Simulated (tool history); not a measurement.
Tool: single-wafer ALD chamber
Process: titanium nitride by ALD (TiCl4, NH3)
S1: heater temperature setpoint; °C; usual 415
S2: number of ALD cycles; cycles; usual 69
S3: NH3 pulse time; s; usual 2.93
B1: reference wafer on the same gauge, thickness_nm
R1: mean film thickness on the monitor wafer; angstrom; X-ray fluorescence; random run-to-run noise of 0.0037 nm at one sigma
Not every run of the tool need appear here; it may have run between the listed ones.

run     day   S1  S2    S3     B1     R1
  1   0.000  415  69  2.93  1.694  14.83
  2   1.188  415  69  2.93  1.696  14.77
  3   2.117  415  62  2.93  1.697  13.26
  4   3.012  415  75  2.93  1.699  16.06
  5   4.117  415  75  2.93  1.702  16.06
  6   5.412  415  75  2.93  1.702  16.22
  7   6.683  415  69  2.93  1.705  14.89
  8   7.908  415  69  2.93  1.705  14.91
  9   8.612  415  78  3.47  1.706  16.96
      9.550  -- thermocouple changed; heater temperature recalibrated
 10   9.571  415  69  2.93  1.708  14.84
     10.379  -- showerhead replaced
 11  10.400  415  69  2.93  1.710  14.90
 12  10.808  415  69  3.74  1.711  14.99
 13  11.462  415  69  3.74  1.712  15.08
 14  12.725  420  69  2.93  1.714  14.98
 15  13.650  415  69  2.93  1.714  14.94
     14.058  -- gauge calibrated
 16  14.762  415  78  2.47  1.691  16.56
 17  15.842  402  74  2.60  1.693  15.65
 18  17.183  423  82  2.31  1.697  17.39
 19  18.017  407  63  2.16  1.697  13.25
 20  19.500  408  81  2.93  1.700  17.39
 21  20.642  415  76  3.79  1.701  16.52
 22  22.108  426  69  2.93  1.705  14.91
 23  23.121  400  69  2.93  1.705  14.85
 24  24.508  415  82  3.70  1.706  17.86
 25  25.842  415  69  2.93  1.709  14.89
 26  26.371  415  78  2.47  1.709  16.74
 27  27.200  415  69  2.93  1.711  14.93
 28  27.854  415  82  3.95  1.711  17.92

Predict each of these 3 candidate next runs independently; none follows another, all start after run 28:
  A  27.879  402  69  2.93   ?   ?
  B  27.879  426  60  2.27   ?   ?
  C  27.879  415  69  4.04   ?   ?

run     B1     R1
  A  1.712  14.94
  B  1.712  12.91
  C  1.712  15.12
Without the tool's hidden state the same runs would have given:
run     R1
  A  14.74
  B  12.75
  C  14.93

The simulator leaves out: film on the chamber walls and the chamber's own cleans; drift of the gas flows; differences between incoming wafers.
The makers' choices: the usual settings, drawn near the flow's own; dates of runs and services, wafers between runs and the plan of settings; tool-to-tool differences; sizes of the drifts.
